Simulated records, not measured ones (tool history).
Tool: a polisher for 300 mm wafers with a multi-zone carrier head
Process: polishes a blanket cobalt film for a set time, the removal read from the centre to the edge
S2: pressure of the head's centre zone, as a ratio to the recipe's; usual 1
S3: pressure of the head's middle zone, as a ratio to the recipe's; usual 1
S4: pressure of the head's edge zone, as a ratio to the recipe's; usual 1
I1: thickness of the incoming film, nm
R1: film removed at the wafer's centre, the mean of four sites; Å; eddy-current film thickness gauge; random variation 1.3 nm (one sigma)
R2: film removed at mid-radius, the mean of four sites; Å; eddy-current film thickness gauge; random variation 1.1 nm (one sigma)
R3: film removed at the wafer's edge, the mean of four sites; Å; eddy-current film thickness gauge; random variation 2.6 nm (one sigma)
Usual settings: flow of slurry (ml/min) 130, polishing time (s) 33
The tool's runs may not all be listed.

{"run": 1, "hour": 0.0, "flow of slurry (ml/min)": 160, "S2": 1, "S3": 1, "S4": 1, "polishing time (s)": 26, "I1": 920.7, "R1": 1509, "R2": 1498, "R3": 1530}
{"run": 2, "hour": 17.3, "flow of slurry (ml/min)": 160, "S2": 1, "S3": 1, "S4": 1, "polishing time (s)": 26, "I1": 908, "R1": 1496, "R2": 1489, "R3": 1480}
{"hour": 41.7, "done": "slurry nozzle cleaned"}
{"run": 3, "hour": 49.9, "flow of slurry (ml/min)": 130, "S2": 1, "S3": 1, "S4": 1, "polishing time (s)": 33, "I1": 918.5, "R1": 1817, "R2": 1816, "R3": 1859}
{"run": 4, "hour": 66.9, "flow of slurry (ml/min)": 130, "S2": 1, "S3": 1, "S4": 0.95, "polishing time (s)": 33, "I1": 912.8, "R1": 1791, "R2": 1812, "R3": 1785}
{"hour": 69.1, "done": "edge zone pressure recalibrated"}
{"run": 5, "hour": 80.9, "flow of slurry (ml/min)": 130, "S2": 1, "S3": 1, "S4": 1, "polishing time (s)": 33, "I1": 897.7, "R1": 1788, "R2": 1805, "R3": 1796}
{"run": 6, "hour": 114.3, "flow of slurry (ml/min)": 100, "S2": 0.95, "S3": 0.95, "S4": 0.94, "polishing time (s)": 33, "I1": 922.9, "R1": 1602, "R2": 1637, "R3": 1684}
{"run": 7, "hour": 128.5, "flow of slurry (ml/min)": 130, "S2": 1, "S3": 0.88, "S4": 0.92, "polishing time (s)": 33, "I1": 916.1, "R1": 1771, "R2": 1668, "R3": 1732}
{"hour": 152.4, "done": "worn pad replaced by a new one"}
{"run": 8, "hour": 154.0, "flow of slurry (ml/min)": 130, "S2": 1.08, "S3": 0.93, "S4": 1, "polishing time (s)": 29, "I1": 912.2, "R1": 1765, "R2": 1605, "R3": 1655}
{"run": 9, "hour": 185.5, "flow of slurry (ml/min)": 130, "S2": 1, "S3": 0.92, "S4": 1, "polishing time (s)": 23, "I1": 904.1, "R1": 1303, "R2": 1243, "R3": 1274}
{"run": 10, "hour": 215.2, "flow of slurry (ml/min)": 130, "S2": 1, "S3": 1, "S4": 0.9, "polishing time (s)": 41, "I1": 917.4, "R1": 2312, "R2": 2286, "R3": 2181}
{"run": 11, "hour": 270.6, "flow of slurry (ml/min)": 130, "S2": 1, "S3": 1, "S4": 1, "polishing time (s)": 33, "I1": 928.9, "R1": 1804, "R2": 1806, "R3": 1836}
{"hour": 277.6, "done": "centre zone pressure recalibrated"}
{"run": 12, "hour": 282.8, "flow of slurry (ml/min)": 130, "S2": 1, "S3": 1, "S4": 1, "polishing time (s)": 41, "I1": 911.4, "R1": 2229, "R2": 2272, "R3": 2259}
{"hour": 294.3, "done": "slurry nozzle cleaned"}
{"run": 13, "hour": 307.8, "flow of slurry (ml/min)": 130, "S2": 1.08, "S3": 0.93, "S4": 1, "polishing time (s)": 29, "I1": 920.5, "R1": 1691, "R2": 1530, "R3": 1602}
{"hour": 326.2, "done": "worn pad replaced by a new one"}
{"run": 14, "hour": 339.9, "flow of slurry (ml/min)": 130, "S2": 1, "S3": 1, "S4": 1.1, "polishing time (s)": 29, "I1": 912.7, "R1": 1650, "R2": 1639, "R3": 1736}
{"run": 15, "hour": 368.0, "flow of slurry (ml/min)": 130, "S2": 1.09, "S3": 1, "S4": 1, "polishing time (s)": 33, "I1": 918.3, "R1": 1961, "R2": 1838, "R3": 1844}
{"run": 16, "hour": 383.5, "flow of slurry (ml/min)": 130, "S2": 1, "S3": 1.07, "S4": 1, "polishing time (s)": 33, "I1": 901.4, "R1": 1823, "R2": 1911, "R3": 1867}
{"run": 17, "hour": 404.7, "flow of slurry (ml/min)": 130, "S2": 1, "S3": 1, "S4": 1, "polishing time (s)": 33, "I1": 893.5, "R1": 1814, "R2": 1821, "R3": 1844}
{"run": 18, "hour": 425.7, "flow of slurry (ml/min)": 110, "S2": 0.88, "S3": 1, "S4": 1.07, "polishing time (s)": 25, "I1": 896.6, "R1": 1213, "R2": 1333, "R3": 1444}
{"run": 19, "hour": 456.3, "flow of slurry (ml/min)": 130, "S2": 1, "S3": 1, "S4": 1, "polishing time (s)": 33, "I1": 912.8, "R1": 1801, "R2": 1808, "R3": 1780}
{"run": 20, "hour": 490.2, "flow of slurry (ml/min)": 165, "S2": 1, "S3": 0.95, "S4": 1.08, "polishing time (s)": 23, "I1": 907, "R1": 1312, "R2": 1268, "R3": 1331}
{"hour": 523.2, "done": "worn pad replaced by a new one"}
{"run": 21, "hour": 523.8, "flow of slurry (ml/min)": 130, "S2": 1, "S3": 1, "S4": 1.05, "polishing time (s)": 26, "I1": 907.1, "R1": 1477, "R2": 1477, "R3": 1510}
{"run": 22, "hour": 541.9, "flow of slurry (ml/min)": 130, "S2": 1, "S3": 1, "S4": 1, "polishing time (s)": 33, "I1": 919.8, "R1": 1848, "R2": 1869, "R3": 1906}

Measured less the same run without the tool's hidden state. The same run-to-run variation is in both; the gauge's scatter may not be:
The hidden state here: removal rate lost through wear of the pad, %; slurry flow missing at the pad, %; deviation of the centre zone's pressure from its setpoint, %; deviation of the edge zone's pressure from its setpoint, %.
run=1 R1=-27 R2=-27 R3=-27
run=2 R1=-33 R2=-34 R3=-34
run=3 R1=-58 R2=-58 R3=-59
run=4 R1=-65 R2=-66 R3=-66
run=5 R1=-73 R2=-73 R3=-73
run=6 R1=-81 R2=-83 R3=-85
run=7 R1=-96 R2=-91 R3=-95
run=8 R1=-3 R2=-3 R3=-3
run=9 R1=-13 R2=-13 R3=-13
run=10 R1=-43 R2=-43 R3=-40
run=11 R1=-61 R2=-61 R3=-63
run=12 R1=-84 R2=-86 R3=-85
run=13 R1=-76 R2=-69 R3=-71
run=14 R1=-13 R2=-13 R3=-14
run=15 R1=-30 R2=-29 R3=-29
run=16 R1=-36 R2=-38 R3=-37
run=17 R1=-46 R2=-47 R3=-48
run=18 R1=-39 R2=-42 R3=-45
run=19 R1=-73 R2=-73 R3=-72
run=20 R1=-66 R2=-64 R3=-67
run=21 R1=-1 R2=+0 R3=-1
run=22 R1=-10 R2=-10 R3=-10
